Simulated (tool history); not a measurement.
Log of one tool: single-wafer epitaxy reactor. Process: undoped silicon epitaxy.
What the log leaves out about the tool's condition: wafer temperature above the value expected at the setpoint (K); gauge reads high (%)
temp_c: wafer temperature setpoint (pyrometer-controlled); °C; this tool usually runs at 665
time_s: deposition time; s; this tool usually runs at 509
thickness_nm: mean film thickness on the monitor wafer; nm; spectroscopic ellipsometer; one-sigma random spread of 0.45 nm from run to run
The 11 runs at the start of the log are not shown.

| run | hour | temp_c | time_s | wafers since the last listed run | hours since the last pyrometer calibration | hours since the gauge calibration | read-back reference wafer on the same gauge, thickness_nm | thickness_nm |
|---|---|---|---|---|---|---|---|---|
| 12 | 159.9 | 665 | 509 | 73 | 817.7 | 223.5 | 133.14 | 120.131 |
| 13 | 170.5 | 665 | 509 | 47 | 828.3 | 234.1 | 133.129 | 120.486 |
| 14 | 178.7 | 665 | 509 | 36 | 836.5 | 242.3 | 132.986 | 120.567 |
| 15 | 196 | 665 | 509 | 77 | 853.8 | 259.6 | 132.937 | 120.506 |
| 16 | 202.2 | 665 | 509 | 27 | 860 | 265.8 | 132.979 | 120.171 |
| 17 | 215 | 665 | 509 | 57 | 872.8 | 278.6 | 133.154 | 120.376 |
| 18 | 232.7 | 665 | 509 | 79 | 890.5 | 296.3 | 133.099 | 119.474 |
| 19 | 243.1 | 675 | 542 | 46 | 900.9 | 306.7 | 133.051 | 158.517 |
| 20 | 265 | 665 | 509 | 97 | 922.8 | 328.6 | 132.959 | 120.267 |
| 21 | 282.1 | 654 | 590 | 76 | 939.9 | 345.7 | 132.778 | 108.468 |
| 22 | 290.8 | 665 | 509 | 38 | 948.6 | 354.4 | 133.034 | 119.774 |
| 23 | 297.1 | 651 | 455 | 28 | 954.9 | 360.7 | 133.101 | 78.53 |
| 24 | 313.4 | 665 | 509 | 72 | 971.2 | 377 | 132.887 | 119.657 |

Expected results for the next run?
| 25 | 324 | 665 | 509 | 47 | 981.8 | 387.6 | ? | ? |

read-back reference wafer on the same gauge, thickness_nm: 132.905
thickness_nm: 120.126 nm
With the hidden condition absent and the run-to-run variation left alone, this run would have shown thickness_nm 125.679 nm.
